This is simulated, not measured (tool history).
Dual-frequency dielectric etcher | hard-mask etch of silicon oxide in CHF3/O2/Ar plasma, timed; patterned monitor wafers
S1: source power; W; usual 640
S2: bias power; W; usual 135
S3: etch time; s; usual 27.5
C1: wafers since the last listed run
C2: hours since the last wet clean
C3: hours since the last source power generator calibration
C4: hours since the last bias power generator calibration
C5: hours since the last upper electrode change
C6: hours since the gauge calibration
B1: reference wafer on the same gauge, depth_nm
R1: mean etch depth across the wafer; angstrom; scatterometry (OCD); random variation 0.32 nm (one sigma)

run   hour   S1   S2    S3   C1     C2      C3      C4      C5     C6    B1   R1
  1    0.0  640  135  27.5    0  336.2  3464.9  4062.6  3117.9  111.4  57.2  544
  2    9.9  640  135  27.5  160  346.1  3474.8  4072.5  3127.8  121.3  57.2  535
  3   17.8  640  135  27.5  128  354.0  3482.7  4080.4  3135.7  129.2  57.2  540
  4   35.0  640  135  27.5  279  371.2  3499.9  4097.6  3152.9  146.4  57.2  536
  5   42.2  640  135  27.5  116  378.4  3507.1  4104.8  3160.1  153.6  57.2  539
  6   56.4  640  135  27.5  230  392.6  3521.3  4119.0  3174.3  167.8  57.2  543
  7   73.3  640  135  27.5  274  409.5  3538.2  4135.9  3191.2  184.7  57.2  541
  8   97.1  640  135  27.5  386  433.3  3562.0  4159.7  3215.0  208.5  57.2  540
  9  110.1  640  159  27.5  211  446.3  3575.0  4172.7  3228.0  221.5  57.2  592
 10  124.6  640  159  27.5  235  460.8  3589.5  4187.2  3242.5  236.0  57.2  588
 11  132.9  640  135  27.5  134  469.1  3597.8  4195.5  3250.8  244.3  57.2  545
     138.8  -- bias power generator calibrated
 12  142.4  640  135  27.5   89  478.6  3607.3     3.6  3260.3  253.8  57.2  546
     171.2  -- wet clean of the chamber
     180.5  -- upper electrode replaced
 13  181.0  770  121  31.5   86    9.8  3645.9    42.2     0.5  292.4  57.2  625
 14  192.8  640  135  34.0  191   21.6  3657.7    54.0    12.3  304.2  57.1  662
 15  203.5  570  135  25.0  173   32.3  3668.4    64.7    23.0  314.9  57.2  453
     215.3  -- source power generator calibrated
 16  215.8  580  135  25.0  134   44.6     0.5    77.0    35.3  327.2  57.2  459
 17  222.6  720  135  34.5  110   51.4     7.3    83.8    42.1  334.0  57.2  703
 18  231.8  490  147  24.0  149   60.6    16.5    93.0    51.3  343.2  57.3  427
 19  239.5  720  135  34.5  125   68.3    24.2   100.7    59.0  350.9  57.2  702
 20  249.7  570  135  33.0  165   78.5    34.4   110.9    69.2  361.1  57.2  606
 21  261.0  640  135  27.5  183   89.8    45.7   122.2    80.5  372.4  57.2  534
 22  273.9  640  135  27.5  209  102.7    58.6   135.1    93.4  385.3  57.2  535
 23  289.9  640  135  23.0  259  118.7    74.6   151.1   109.4  401.3  57.2  443
     295.7  -- gauge calibrated
 24  304.5  790  156  33.5  237  133.3    89.2   165.7   124.0    8.8  57.2  768
 25  319.7  750  135  27.5  246  148.5   104.4   180.9   139.2   24.0  57.2  575
 26  326.4  640  135  27.5  108  155.2   111.1   187.6   145.9   30.7  57.2  534
 27  372.8  640  135  27.5  753  201.6   157.5   234.0   192.3   77.1  57.2  540
 28  385.8  490  148  20.0  211  214.6   170.5   247.0   205.3   90.1  57.2  359
 29  402.4  790  135  33.5  269  231.2   187.1   263.6   221.9  106.7  57.3  727

5 ways to go on from here, each from the tool as it stands after run 29. What would each give?
  A  402.8  490  135  27.5   6  231.6  187.5  264.0  222.3  107.1   ?   ?
  B  402.8  790  135  23.5   6  231.6  187.5  264.0  222.3  107.1   ?   ?
  C  402.8  640  126  27.5   6  231.6  187.5  264.0  222.3  107.1   ?   ?
  D  402.8  530  105  21.0   6  231.6  187.5  264.0  222.3  107.1   ?   ?
  E  402.8  700  125  27.5   6  231.6  187.5  264.0  222.3  107.1   ?   ?

run    B1   R1
  A  57.2  477
  B  57.2  514
  C  57.2  526
  D  57.2  332
  E  57.2  547
Without the tool's hidden state the same runs would have given:
run   R1
  A  470
  B  507
  C  518
  D  327
  E  539
